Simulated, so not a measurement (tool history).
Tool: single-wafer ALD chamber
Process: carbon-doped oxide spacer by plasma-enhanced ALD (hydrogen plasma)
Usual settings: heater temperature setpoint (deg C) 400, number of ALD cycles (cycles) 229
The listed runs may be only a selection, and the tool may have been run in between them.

run   hour  heater temperature setpoint (deg C)  number of ALD cycles (cycles)  wafers since the last listed run  hours since the last thermocouple change  hours since the gauge calibration  read-back reference wafer on the same gauge, thickness_nm  mean film thickness on the monitor wafer (Å)
  1    0.0                                  400                            229                                 0                                    2345.2                              116.6                                                      9.551                                        107.28
  2   15.5                                  407                            229                                22                                    2360.7                              132.1                                                      9.554                                        104.95
  3   27.4                                  407                            229                                17                                    2372.6                              144.0                                                      9.562                                        105.54
  4   44.4                                  400                            229                                25                                    2389.6                              161.0                                                      9.565                                        107.55
  5   54.0                                  393                            199                                14                                    2399.2                              170.6                                                      9.568                                         92.81
  6   60.2                                  400                            229                                 9                                    2405.4                              176.8                                                      9.574                                        107.04
  7   77.6                                  400                            229                                25                                    2422.8                              194.2                                                      9.583                                        107.16
  8   93.9                                  400                            216                                24                                    2439.1                              210.5                                                      9.588                                        101.20
  9  103.7                                  393                            187                                14                                    2448.9                              220.3                                                      9.591                                         87.94
 10  109.7                                  400                            229                                 8                                    2454.9                              226.3                                                      9.588                                        107.28
 11  123.9                                  412                            251                                20                                    2469.1                              240.5                                                      9.598                                        114.71
     138.7  -- gauge calibrated
     138.9  -- thermocouple changed; heater temperature recalibrated
 12  139.5                                  390                            194                                11                                       0.6                                0.8                                                      9.495                                         90.17
 13  156.3                                  409                            254                                24                                      17.4                               17.6                                                      9.510                                        115.37
 14  166.6                                  394                            247                                15                                      27.7                               27.9                                                      9.507                                        115.21
 15  183.9                                  387                            208                                25                                      45.0                               45.2                                                      9.513                                         97.01
 16  197.3                                  414                            202                                19                                      58.4                               58.6                                                      9.518                                         90.85
 17  208.9                                  400                            229                                17                                      70.0                               70.2                                                      9.528                                        106.56

Hidden state or all else? Some run-to-run changes of mean film thickness on the monitor wafer (Å), split into what the settings, what came in and random variation would give without the hidden state, and what is left for the hidden state (with any gauge scatter that isn't in both results):
The tool's hidden condition here consists of: wafer temperature above the value expected at the setpoint (K); gauge reads high (%).
Run 11 -> 12: heater temperature setpoint (deg C) 412 -> 390, number of ALD cycles (cycles) 251 -> 194, gauge calibrated, thermocouple changed; heater temperature recalibrated. mean film thickness on the monitor wafer (Å) -24.54: hidden state -1.18, all else -23.36.
Run 12 -> 13: heater temperature setpoint (deg C) 390 -> 409, number of ALD cycles (cycles) 194 -> 254. mean film thickness on the monitor wafer (Å) +25.20: hidden state +0.07, all else +25.13.
